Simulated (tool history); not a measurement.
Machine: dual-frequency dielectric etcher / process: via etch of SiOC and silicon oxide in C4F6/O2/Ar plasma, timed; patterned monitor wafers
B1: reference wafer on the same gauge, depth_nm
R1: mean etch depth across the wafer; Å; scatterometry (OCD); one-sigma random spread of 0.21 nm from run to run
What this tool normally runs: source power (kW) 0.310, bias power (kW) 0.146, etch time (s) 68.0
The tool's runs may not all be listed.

Run 1, day 0.000: usual settings; B1 65.3. Result: R1 656 Å.
Run 2, day 2.938: usual settings; B1 65.2. Result: R1 651 Å.
Run 3, day 4.967: usual settings but etch time (s) 74.0; B1 65.3. Result: R1 715 Å.
Run 4, day 6.683: usual settings but etch time (s) 74.0; B1 65.3. Result: R1 713 Å.
Run 5, day 10.546: usual settings but source power (kW) 0.340; B1 65.1. Result: R1 681 Å.
At day 13.029: wet clean of the chamber.
Run 6, day 13.050: usual settings; B1 65.2. Result: R1 661 Å.
Run 7, day 15.025: usual settings; B1 65.2. Result: R1 658 Å.
Run 8, day 19.438: usual settings; B1 65.2. Result: R1 653 Å.
Run 9, day 21.408: usual settings; B1 65.1. Result: R1 655 Å.
At day 25.046: upper electrode replaced.
Run 10, day 25.317: usual settings; B1 65.3. Result: R1 657 Å.
Run 11, day 29.712: usual settings; B1 65.2. Result: R1 656 Å.
At day 30.029: source power generator calibrated.
Run 12, day 32.975: usual settings but source power (kW) 0.350; B1 65.2. Result: R1 691 Å.
At day 34.600: wet clean of the chamber.
At day 35.350: bias power generator calibrated.
Run 13, day 36.421: usual settings but source power (kW) 0.240, bias power (kW) 0.167, etch time (s) 49.5; B1 65.2. Result: R1 468 Å.
Run 14, day 38.504: usual settings but etch time (s) 53.5; B1 65.1. Result: R1 521 Å.
Run 15, day 40.254: usual settings but source power (kW) 0.260, bias power (kW) 0.122, etch time (s) 79.0; B1 65.1. Result: R1 654 Å.
Run 16, day 43.575: usual settings but source power (kW) 0.370, bias power (kW) 0.164, etch time (s) 53.5; B1 65.3. Result: R1 593 Å.
Run 17, day 46.317: usual settings but source power (kW) 0.250, bias power (kW) 0.137, etch time (s) 50.0; B1 65.2. Result: R1 432 Å.
At day 52.458: gauge calibrated.
At day 55.750: wet clean of the chamber.
Run 18, day 59.362: usual settings but source power (kW) 0.380; B1 65.2. Result: R1 707 Å.
Run 19, day 63.504: usual settings but bias power (kW) 0.176, etch time (s) 74.5; B1 65.1. Result: R1 790 Å.
Run 20, day 65.642: usual settings; B1 65.2. Result: R1 661 Å.
Run 21, day 68.258: usual settings; B1 65.2. Result: R1 655 Å.
Run 22, day 71.621: usual settings but source power (kW) 0.370, bias power (kW) 0.164, etch time (s) 53.5; B1 65.2. Result: R1 586 Å.
Run 23, day 73.992: usual settings; B1 65.1. Result: R1 655 Å.
Run 24, day 77.504: usual settings but source power (kW) 0.270; B1 65.3. Result: R1 622 Å.
At day 80.579: wet clean of the chamber.
Run 25, day 80.600: usual settings but etch time (s) 82.5; B1 65.3. Result: R1 793 Å.

Measured minus without-hidden-state, run by run (identical run-to-run variation in each term; gauge scatter may differ):
The tool's hidden condition here consists of: etch rate over this chamber's usual, %; source power that arrives over what is set, %; bias power that arrives over what is set, %; gauge reads high (%).
run   R1
  1   -9
  2   -9
  3  -10
  4  -10
  5   -9
  6   -9
  7   -9
  8  -10
  9   -9
 10   -9
 11  -10
 12  -10
 13   -1
 14   -2
 15   -3
 16   -3
 17   -3
 18   -8
 19  -10
 20   -9
 21   -8
 22   -8
 23  -10
 24   -9
 25  -13
